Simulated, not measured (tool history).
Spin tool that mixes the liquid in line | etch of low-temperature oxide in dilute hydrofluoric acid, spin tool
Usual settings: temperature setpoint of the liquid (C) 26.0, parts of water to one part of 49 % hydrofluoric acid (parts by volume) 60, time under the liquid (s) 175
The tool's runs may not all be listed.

run,hour,temperature setpoint of the liquid (C),parts of water to one part of 49 % hydrofluoric acid (parts by volume),time under the liquid (s),"read-back film thickness of the low-temperature oxide reference wafer, read on the same gauge (nm)",thickness taken off the low-temperature oxide on a monitor wafer (Å)
1,0.0,26.0,60,175,50.02,468.8
2,253.6,26.0,60,175,49.97,461.8
3,353.9,26.0,60,175,49.95,461.5
4,430.0,26.0,60,175,49.99,464.2
5,515.9,26.0,60,175,49.96,468.7
6,567.1,26.0,60,175,49.97,466.0
7,620.8,26.0,60,175,50.01,468.7
8,671.7,26.0,60,175,49.97,463.6
9,744.8,26.0,60,175,49.99,470.0
10,805.6,26.0,60,175,49.95,471.3
11,875.4,26.0,60,245,49.99,638.6
12,970.1,26.0,60,245,49.96,644.0
13,1019.5,26.0,60,175,49.99,458.6
14,1114.1,26.0,70,175,50.01,389.0
15,1250.5,26.0,60,175,49.98,460.7
16,1307.3,28.0,70,140,49.99,340.3
17,1398.8,29.0,60,100,50.00,298.2
18,1455.4,29.0,60,175,50.00,522.1
19,1497.1,26.0,80,225,50.01,436.8
20,1565.0,26.0,60,175,50.02,467.8
21,1637.4,26.0,70,210,49.97,465.3
22,1694.2,24.5,60,90,49.98,222.6
23,1783.2,27.5,85,105,50.00,200.4
24,1848.9,26.0,60,175,50.06,463.2
25,1945.3,26.0,60,175,49.97,463.0
26,1993.0,24.0,90,175,50.01,273.8
27,2072.8,26.0,60,175,50.02,466.5
28,2171.0,28.5,60,250,49.96,737.1
29,2273.2,23.0,40,130,50.03,477.2
30,2349.1,28.5,40,175,49.96,801.0
31,2395.1,26.0,60,175,49.99,456.6
32,2455.6,28.0,60,230,49.98,648.6
33,2521.5,26.0,60,175,50.01,457.7

Taken out of this log: 8 entries between the listed runs. Where each belongs, and how the hidden state differs across it:
Between runs 1 and 2: thermometer replaced (hour 45.6); hydrofluoric acid flow meter replaced (hour 118.9)
  liquid hotter than its thermometer reads (K): 0.521 -> 0.205
  measured less the result without the state, thickness taken off the low-temperature oxide on a monitor wafer (Å): +9.7 -> +3.7
Between runs 2 and 3: gauge calibrated (hour 336.5)
  liquid hotter than its thermometer reads (K): 0.205 -> 0.278
  measured less the result without the state, thickness taken off the low-temperature oxide on a monitor wafer (Å): +3.7 -> +5.2
Between runs 10 and 11: thermometer replaced (hour 840.3)
  liquid hotter than its thermometer reads (K): 0.608 -> 0.0404
  measured less the result without the state, thickness taken off the low-temperature oxide on a monitor wafer (Å): +11.3 -> +1.1
Between runs 11 and 12: hydrofluoric acid flow meter replaced (hour 964.4)
  liquid hotter than its thermometer reads (K): 0.0404 -> 0.109
  measured less the result without the state, thickness taken off the low-temperature oxide on a monitor wafer (Å): +1.1 -> +2.8
Between runs 20 and 21: thermometer replaced (hour 1596.2)
  liquid hotter than its thermometer reads (K): 0.544 -> 0.161
  measured less the result without the state, thickness taken off the low-temperature oxide on a monitor wafer (Å): +10.1 -> +3.0
Between runs 22 and 23: hydrofluoric acid flow meter replaced (hour 1782.6)
  liquid hotter than its thermometer reads (K): 0.203 -> 0.268
  measured less the result without the state, thickness taken off the low-temperature oxide on a monitor wafer (Å): +1.8 -> +2.1
Between runs 30 and 31: thermometer replaced (hour 2386.2)
  liquid hotter than its thermometer reads (K): 0.681 -> 0.021
  measured less the result without the state, thickness taken off the low-temperature oxide on a monitor wafer (Å): +21.5 -> +0.4
